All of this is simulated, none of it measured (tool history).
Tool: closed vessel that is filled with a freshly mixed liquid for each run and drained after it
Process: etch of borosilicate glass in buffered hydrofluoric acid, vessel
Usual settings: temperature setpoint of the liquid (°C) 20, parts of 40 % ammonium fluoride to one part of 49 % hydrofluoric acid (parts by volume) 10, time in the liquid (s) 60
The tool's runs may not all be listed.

run     day  temperature setpoint of the liquid (°C)  parts of 40 % ammonium fluoride to one part of 49 % hydrofluoric acid (parts by volume)  time in the liquid (s)  wafers since the last listed run  hours since the thermometer was replaced  hours since the hydrofluoric acid flow meter was replaced  hours since the gauge calibration  read-back film thickness of the borosilicate glass reference wafer, read on the same gauge (nm)  thickness taken off the borosilicate glass on a monitor wafer (nm)
  1       0                                       20                                                                                       10                      60                                 0                                    1489.8                                                     1905.4                              353.6                                                                                            79.99                                                               56.35
  2   0.717                                       20                                                                                       10                      60                              1372                                      1507                                                     1922.6                              370.8                                                                                            80.03                                                               56.53
  3   1.283                                       20                                                                                       10                      60                              1085                                    1520.6                                                     1936.2                              384.4                                                                                            80.03                                                               55.99
  4   2.004                                       20                                                                                       10                      60                              1380                                    1537.9                                                     1953.5                              401.7                                                                                            80.03                                                               56.18
  5   2.258                                       20                                                                                       10                      60                               486                                      1544                                                     1959.6                              407.8                                                                                            80.01                                                               56.22
  6   2.917                                       20                                                                                       10                      75                              1260                                    1559.8                                                     1975.4                              423.6                                                                                            79.99                                                               70.11
  7   3.204                                       20                                                                                       10                      75                               550                                    1566.7                                                     1982.3                              430.5                                                                                            80.01                                                               69.81
  8   3.729                                       20                                                                                       10                      75                              1005                                    1579.3                                                     1994.9                              443.1                                                                                            80.02                                                                70.3
  9   4.208                                       17                                                                                       10                      60                               917                                    1590.8                                                     2006.4                              454.6                                                                                            80.03                                                               47.39
 10   4.771                                       17                                                                                       10                      60                              1077                                    1604.3                                                     2019.9                              468.1                                                                                            79.99                                                               47.49
 11   5.146                                     17.5                                                                                       10                      50                               718                                    1613.3                                                     2028.9                              477.1                                                                                            80.01                                                               40.49
 12   7.329                                       20                                                                                       10                      60                              4181                                    1665.7                                                     2081.3                              529.5                                                                                               80                                                               56.03
 13   7.942                                       20                                                                                       10                      60                              1173                                    1680.4                                                       2096                              544.2                                                                                            80.06                                                                55.5
 14   8.458                                       20                                                                                       10                      60                               989                                    1692.8                                                     2108.4                              556.6                                                                                            79.97                                                               55.66
      8.617  -- thermometer replaced
 15   9.162                                       17                                                                                        7                      60                              1268                                      13.1                                                     2125.3                              573.5                                                                                            79.99                                                               61.11
 16   9.433                                       17                                                                                       11                      75                               518                                      19.6                                                     2131.8                                580                                                                                            80.02                                                               49.12
 17   9.867                                       20                                                                                       11                      70                               829                                        30                                                     2142.2                              590.4                                                                                            80.02                                                               54.27
 18  10.462                                     24.5                                                                                      8.5                      30                              1141                                      44.3                                                     2156.5                              604.7                                                                                            79.95                                                                37.4
     10.675  -- gauge calibrated
 19  11.008                                       20                                                                                     13.5                      60                              1045                                      57.4                                                     2169.6                                  8                                                                                               80                                                               37.75
     11.238  -- thermometer replaced, repeated, since the last time left the tool worse
 20  11.383                                       23                                                                                       13                      30                               638                                       3.5                                                     2178.6                                 17                                                                                            79.99                                                               27.43
 21  11.721                                       20                                                                                       10                      60                               646                                      11.6                                                     2186.7                               25.1                                                                                            79.98                                                               60.49
     12.242  -- hydrofluoric acid flow meter replaced
 22  12.325                                     18.5                                                                                       10                      60                              1077                                      26.1                                                          2                               39.6                                                                                            80.01                                                               56.07
 23  12.717                                       20                                                                                       10                      60                               750                                      35.5                                                       11.4                                 49                                                                                            79.96                                                               60.62
 24  13.592                                       20                                                                                       10                      60                              1675                                      56.5                                                       32.4                                 70                                                                                            79.95                                                               60.25
 25  14.212                                       25                                                                                      8.5                      95                              1189                                      71.4                                                       47.3                               84.9                                                                                            79.99                                                              142.64
 26  14.888                                       17                                                                                       10                      75                              1292                                      87.6                                                       63.5                              101.1                                                                                               80                                                                63.5
 27  15.379                                       20                                                                                        9                      80                               941                                      99.4                                                       75.3                              112.9                                                                                            80.02                                                               86.07
 28  15.883                                       23                                                                                      8.5                      60                               965                                     111.5                                                       87.4                                125                                                                                            80.04                                                               80.64
 29    16.6                                       20                                                                                       10                      60                              1372                                     128.7                                                      104.6                              142.2                                                                                            79.98                                                               60.31
 30  17.338                                       20                                                                                       10                      60                              1412                                     146.4                                                      122.3                              159.9                                                                                            80.01                                                               60.13
 31  17.671                                     23.5                                                                                       10                      45                               638                                     154.4                                                      130.3                              167.9                                                                                               80                                                               54.62
 32  18.121                                       20                                                                                     13.5                      90                               861                                     165.2                                                      141.1                              178.7                                                                                            80.02                                                               66.49

How the hidden state differs across the entries between the runs, from the last listed run before each to the first after it:
Between runs 14 and 15: thermometer replaced (day 8.617)
  liquid colder than its thermometer reads (K): 1.62 -> 3.2
  measured less the result without the state, thickness taken off the borosilicate glass on a monitor wafer (nm): -5.18 -> -11.98
Between runs 18 and 19: gauge calibrated (day 10.675)
  liquid colder than its thermometer reads (K): 3.23 -> 3.25
  measured less the result without the state, thickness taken off the borosilicate glass on a monitor wafer (nm): -7.09 -> -7.46
Between runs 19 and 20: thermometer replaced, repeated, since the last time left the tool worse (day 11.238)
  liquid colder than its thermometer reads (K): 3.25 -> 0.118
  measured less the result without the state, thickness taken off the borosilicate glass on a monitor wafer (nm): -7.46 -> -0.18
Between runs 21 and 22: hydrofluoric acid flow meter replaced (day 12.242)
  liquid colder than its thermometer reads (K): 0.125 -> 0.139
  measured less the result without the state, thickness taken off the borosilicate glass on a monitor wafer (nm): -0.43 -> -0.43

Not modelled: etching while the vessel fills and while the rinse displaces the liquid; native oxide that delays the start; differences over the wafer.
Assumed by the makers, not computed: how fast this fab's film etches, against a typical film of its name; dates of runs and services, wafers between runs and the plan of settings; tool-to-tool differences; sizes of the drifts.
